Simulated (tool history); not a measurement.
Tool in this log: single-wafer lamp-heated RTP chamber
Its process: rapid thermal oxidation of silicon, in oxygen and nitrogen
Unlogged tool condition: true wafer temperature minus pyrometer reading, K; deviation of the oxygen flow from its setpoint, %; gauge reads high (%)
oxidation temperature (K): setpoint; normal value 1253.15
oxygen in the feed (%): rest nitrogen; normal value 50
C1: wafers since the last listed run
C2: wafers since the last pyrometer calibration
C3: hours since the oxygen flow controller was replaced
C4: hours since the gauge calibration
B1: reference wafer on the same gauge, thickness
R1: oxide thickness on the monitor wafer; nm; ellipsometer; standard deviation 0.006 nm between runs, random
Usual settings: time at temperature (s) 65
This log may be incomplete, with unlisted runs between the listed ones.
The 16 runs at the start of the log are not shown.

Run 17, hour 1327.8: usual settings but time at temperature (s) 79, oxygen in the feed (%) 72; C1 540; C2 1300; C3 5091.3; C4 1396.4; B1 3.690. Result: R1 4.926 nm.
Run 18, hour 1394.7: usual settings but oxidation temperature (K) 1278.15; C1 680; C2 1981; C3 5158.2; C4 1463.3; B1 3.690. Result: R1 4.831 nm.
Run 19, hour 1477.1: usual settings but time at temperature (s) 76; C1 838; C2 2819; C3 5240.6; C4 1545.7; B1 3.689. Result: R1 4.327 nm.
Run 20, hour 1561.6: usual settings but time at temperature (s) 74, oxygen in the feed (%) 31; C1 860; C2 3679; C3 5325.1; C4 1630.2; B1 3.690. Result: R1 3.725 nm.
Run 21, hour 1649.6: usual settings but time at temperature (s) 76, oxygen in the feed (%) 29; C1 895; C2 4575; C3 5413.1; C4 1718.2; B1 3.689. Result: R1 3.690 nm.
At hour 1676.6: oxygen flow controller replaced.
At hour 1693.7: gauge calibrated.
Run 22, hour 1754.3: usual settings but time at temperature (s) 74, oxygen in the feed (%) 79; C1 984; C2 5559; C3 77.7; C4 60.6; B1 3.690. Result: R1 4.988 nm.
Run 23, hour 1865.6: usual settings but oxidation temperature (K) 1276.15, oxygen in the feed (%) 40; C1 1132; C2 6692; C3 189.0; C4 171.9; B1 3.690. Result: R1 4.453 nm.
At hour 1888.5: pyrometer window cleaned and pyrometer calibrated.
Run 24, hour 1938.4: usual settings but time at temperature (s) 53; C1 659; C2 507; C3 261.8; C4 244.7; B1 3.689. Result: R1 3.702 nm.
Run 25, hour 1980.3: usual settings but time at temperature (s) 82, oxygen in the feed (%) 70; C1 426; C2 934; C3 303.7; C4 286.6; B1 3.689. Result: R1 4.941 nm.
Run 26, hour 2066.0: usual settings; C1 872; C2 1806; C3 389.4; C4 372.3; B1 3.688. Result: R1 4.018 nm.
Run 27, hour 2157.6: usual settings but oxidation temperature (K) 1226.15, time at temperature (s) 34; C1 932; C2 2738; C3 481.0; C4 463.9; B1 3.690. Result: R1 2.748 nm.
Run 28, hour 2458.5: usual settings; C1 3062; C2 5801; C3 781.9; C4 764.8; B1 3.692. Result: R1 4.080 nm.
Run 29, hour 2522.2: usual settings; C1 648; C2 6449; C3 845.6; C4 828.5; B1 3.690. Result: R1 4.099 nm.
Run 30, hour 2590.7: usual settings but oxidation temperature (K) 1280.15, time at temperature (s) 86; C1 697; C2 7146; C3 914.1; C4 897.0; B1 3.690. Result: R1 5.595 nm.

Branching from run 30: 3 alternative next runs. What would each branch give?
Run A, hour 2591.1: usual settings; C1 4; C2 7150; C3 914.5; C4 897.4; B1 ?. Result: R1 ?.
Run B, hour 2591.1: usual settings but oxidation temperature (K) 1275.15, time at temperature (s) 74, oxygen in the feed (%) 28; C1 4; C2 7150; C3 914.5; C4 897.4; B1 ?. Result: R1 ?.
Run C, hour 2591.1: usual settings but oxidation temperature (K) 1235.15, time at temperature (s) 91, oxygen in the feed (%) 61; C1 4; C2 7150; C3 914.5; C4 897.4; B1 ?. Result: R1 ?.

run     B1     R1
  A  3.690  4.114
  B  3.690  4.195
  C  3.690  4.439
What these runs would have given with no unlogged condition in the tool:
run     R1
  A  4.005
  B  4.080
  C  4.318
